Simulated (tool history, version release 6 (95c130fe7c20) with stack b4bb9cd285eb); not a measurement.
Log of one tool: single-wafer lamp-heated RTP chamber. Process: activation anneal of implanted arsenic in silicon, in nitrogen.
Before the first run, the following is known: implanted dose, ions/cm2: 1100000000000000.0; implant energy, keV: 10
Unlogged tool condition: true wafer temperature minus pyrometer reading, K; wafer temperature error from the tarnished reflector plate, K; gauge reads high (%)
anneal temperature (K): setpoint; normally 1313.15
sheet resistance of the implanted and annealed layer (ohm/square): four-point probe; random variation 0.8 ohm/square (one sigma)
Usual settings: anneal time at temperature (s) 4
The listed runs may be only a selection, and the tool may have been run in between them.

run    hour  anneal temperature (K)  anneal time at temperature (s)  wafers since the last listed run  wafers since the last pyrometer calibration  wafers since the reflector plate was cleaned  hours since the gauge calibration  read-back reference wafer on the same gauge, sheet resistance  sheet resistance of the implanted and annealed layer (ohm/square)
  1       0                 1313.15                               4                                 0                                         3674                                          6855                              421.6                                                         166.24                                                              161.3
          4  -- reflector plate cleaned
       69.8  -- pyrometer window cleaned and pyrometer calibrated
  2    70.3                 1313.15                               4                              1300                                           11                                          1300                              491.9                                                         165.98                                                             166.68
  3   104.3                 1313.15                               4                               758                                          770                                          2059                              525.9                                                         165.94                                                             166.64
  4   131.6                 1313.15                               4                               609                                         1379                                          2668                              553.2                                                         166.02                                                              164.2
  5     170                 1313.15                               4                               857                                         2236                                          3525                              591.6                                                         165.85                                                             164.51
  6   241.8                 1313.15                               4                              1602                                         3839                                          5128                              663.4                                                         166.04                                                             164.11
  7   270.2                 1313.15                               5                               633                                         4473                                          5761                              691.8                                                          165.9                                                             157.36
      315.4  -- pyrometer window cleaned and pyrometer calibrated
      329.4  -- reflector plate cleaned
  8   329.9                 1291.15                               3                               975                                          145                                            11                              751.5                                                         166.18                                                              187.7
  9   355.9                 1291.15                               3                               580                                          725                                           591                              777.5                                                         166.13                                                             185.23
      362.6  -- gauge calibrated
 10   400.3                 1291.15                               3                               990                                         1716                                          1582                               37.7                                                         166.04                                                             187.39
 11   454.7                 1313.15                               4                              1214                                         2930                                          2796                               92.1                                                         166.01                                                             166.46
 12   490.5                 1339.15                               6                               798                                         3729                                          3595                              127.9                                                          165.9                                                             140.03
      505.5  -- pyrometer window cleaned and pyrometer calibrated
 13     529                 1285.15                               3                               680                                          524                                          4276                              166.4                                                         165.97                                                             188.44
 14   565.7                 1313.15                               4                               819                                         1343                                          5095                              203.1                                                         165.71                                                             163.39
 15   631.1                 1335.15                               6                              1459                                         2802                                          6555                              268.5                                                          166.1                                                              140.5
      668.7  -- reflector plate cleaned
 16   669.2                 1293.15                               5                               671                                         3474                                            11                              306.6                                                         166.14                                                             176.34
      699.8  -- pyrometer window cleaned and pyrometer calibrated
 17   715.5                 1291.15                               3                               854                                          351                                           865                              352.9                                                         165.92                                                             187.14
 18   913.5                 1313.15                               4                              4418                                         4770                                          5284                              550.9                                                         165.85                                                             164.92
      937.6  -- pyrometer window cleaned and pyrometer calibrated
 19   976.5                 1334.15                               6                              1227                                          868                                          6512                              613.9                                                         165.94                                                             140.34
 20  1002.7                 1313.15                               4                               584                                         1453                                          7097                              640.1                                                         165.95                                                             161.41
 21  1052.3                 1304.15                               5                              1106                                         2560                                          8204                              689.7                                                            166                                                             161.85
     1066.1  -- reflector plate cleaned
 22  1094.1                 1294.15                               5                               754                                         3314                                           625                              731.5                                                         166.06                                                             175.92

Alternative continuations, all from the tool just after run 22; predict every row:
  A  1094.5                 1339.15                               4                                 8                                         3323                                           634                              731.9                                                              ?                                                                  ?
  B  1094.5                 1284.15                               3                                 8                                         3323                                           634                              731.9                                                              ?                                                                  ?
  C  1094.5                 1284.15                               6                                 8                                         3323                                           634                              731.9                                                              ?                                                                  ?
  D  1094.5                 1342.15                               6                                 8                                         3323                                           634                              731.9                                                              ?                                                                  ?
  E  1094.5                 1337.15                               3                                 8                                         3323                                           634                              731.9                                                              ?                                                                  ?

run  read-back reference wafer on the same gauge, sheet resistance  sheet resistance of the implanted and annealed layer (ohm/square)
  A                                                         166.03                                                             151.98
  B                                                         166.03                                                             193.21
  C                                                         166.03                                                             178.93
  D                                                         166.03                                                             140.73
  E                                                         166.03                                                             160.17
With the hidden condition removed and each run's random variation left untouched, the same runs would have given:
run  sheet resistance of the implanted and annealed layer (ohm/square)
  A                                                              152.2
  B                                                             193.43
  C                                                             179.18
  D                                                             140.91
  E                                                              160.4
